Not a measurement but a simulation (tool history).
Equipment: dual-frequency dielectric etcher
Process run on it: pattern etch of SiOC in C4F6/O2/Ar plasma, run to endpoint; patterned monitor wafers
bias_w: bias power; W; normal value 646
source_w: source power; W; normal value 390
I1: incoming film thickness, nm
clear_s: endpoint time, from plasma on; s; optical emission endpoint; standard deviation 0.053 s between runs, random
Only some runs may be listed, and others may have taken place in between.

run 1 hour=0 | bias_w=646 source_w=390 | I1=48.69 | clear_s=16.8
run 2 hour=69.3 | bias_w=646 source_w=390 | I1=49.15 | clear_s=17
-- hour=140.9 wet clean of the chamber
run 3 hour=141.4 | bias_w=646 source_w=390 | I1=48.15 | clear_s=16.2
run 4 hour=197.1 | bias_w=646 source_w=390 | I1=48.5 | clear_s=16.4
run 5 hour=267.8 | bias_w=646 source_w=390 | I1=48.7 | clear_s=16.4
run 6 hour=301.6 | bias_w=646 source_w=390 | I1=48.61 | clear_s=16.6
run 7 hour=365.3 | bias_w=646 source_w=390 | I1=49.08 | clear_s=16.8
run 8 hour=422 | bias_w=646 source_w=390 | I1=48.49 | clear_s=16.6
-- hour=452.9 upper electrode replaced
run 9 hour=453.4 | bias_w=646 source_w=390 | I1=48.75 | clear_s=16.7
-- hour=468.6 bias power generator calibrated
run 10 hour=482.6 | bias_w=646 source_w=390 | I1=48.47 | clear_s=16.6
run 11 hour=535.7 | bias_w=646 source_w=390 | I1=48.57 | clear_s=16.7
run 12 hour=584.7 | bias_w=646 source_w=390 | I1=48.25 | clear_s=16.7
run 13 hour=626.2 | bias_w=646 source_w=390 | I1=48.36 | clear_s=16.7
run 14 hour=672.6 | bias_w=563 source_w=390 | I1=48.48 | clear_s=18
run 15 hour=720.5 | bias_w=736 source_w=310 | I1=48.89 | clear_s=18.1
-- hour=800.2 wet clean of the chamber
run 16 hour=800.7 | bias_w=743 source_w=440 | I1=49.29 | clear_s=14.7
run 17 hour=849 | bias_w=646 source_w=390 | I1=48.33 | clear_s=16.3
run 18 hour=874.9 | bias_w=508 source_w=480 | I1=48.77 | clear_s=16.6
run 19 hour=932.7 | bias_w=646 source_w=390 | I1=48.87 | clear_s=16.6
run 20 hour=1003.3 | bias_w=721 source_w=320 | I1=48.44 | clear_s=17.3
run 21 hour=1124.4 | bias_w=566 source_w=430 | I1=48.13 | clear_s=16.7
run 22 hour=1166.6 | bias_w=646 source_w=390 | I1=48.81 | clear_s=16.8
run 23 hour=1220 | bias_w=788 source_w=330 | I1=49.18 | clear_s=16.9
run 24 hour=1277.2 | bias_w=544 source_w=300 | I1=48.39 | clear_s=20.7
-- hour=1290.8 source power generator calibrated
run 25 hour=1313.5 | bias_w=501 source_w=430 | I1=48.85 | clear_s=18
-- hour=1350.9 wet clean of the chamber
run 26 hour=1351.4 | bias_w=646 source_w=460 | I1=48.39 | clear_s=15
run 27 hour=1404.3 | bias_w=576 source_w=360 | I1=48.41 | clear_s=17.9
run 28 hour=1436.8 | bias_w=514 source_w=460 | I1=48.05 | clear_s=16.6
run 29 hour=1505.7 | bias_w=727 source_w=420 | I1=49.07 | clear_s=15.3
run 30 hour=1572.5 | bias_w=743 source_w=440 | I1=48.51 | clear_s=14.7
run 31 hour=1632.9 | bias_w=490 source_w=490 | I1=49.15 | clear_s=16.9
run 32 hour=1679.4 | bias_w=646 source_w=390 | I1=48.29 | clear_s=16.6
run 33 hour=1727.1 | bias_w=501 source_w=420 | I1=48.45 | clear_s=17.9
run 34 hour=1797.4 | bias_w=646 source_w=390 | I1=48.77 | clear_s=17
run 35 hour=1843.3 | bias_w=692 source_w=360 | I1=48.99 | clear_s=17.1

For each run, the measured value with the value that run would have given without the tool's hidden condition subtracted. The run-to-run variation is shared by both, the gauge scatter possibly not:
The tool's hidden condition here consists of: etch rate over this chamber's usual, %; bias power that arrives over what is set, %; source power that arrives over what is set, %.
run=1 clear_s=+0.4
run=2 clear_s=+0.4
run=3 clear_s=+0
run=4 clear_s=+0.1
run=5 clear_s=+0.1
run=6 clear_s=+0.1
run=7 clear_s=+0.3
run=8 clear_s=+0.3
run=9 clear_s=+0.3
run=10 clear_s=+0.3
run=11 clear_s=+0.3
run=12 clear_s=+0.4
run=13 clear_s=+0.4
run=14 clear_s=+0.5
run=15 clear_s=+0.6
run=16 clear_s=+0
run=17 clear_s=+0.1
run=18 clear_s=+0.1
run=19 clear_s=+0.2
run=20 clear_s=+0.3
run=21 clear_s=+0.4
run=22 clear_s=+0.3
run=23 clear_s=+0.4
run=24 clear_s=+0.6
run=25 clear_s=+0.5
run=26 clear_s=+0
run=27 clear_s=+0.1
run=28 clear_s=+0.1
run=29 clear_s=+0.1
run=30 clear_s=+0.2
run=31 clear_s=+0.3
run=32 clear_s=+0.3
run=33 clear_s=+0.4
run=34 clear_s=+0.5
run=35 clear_s=+0.5
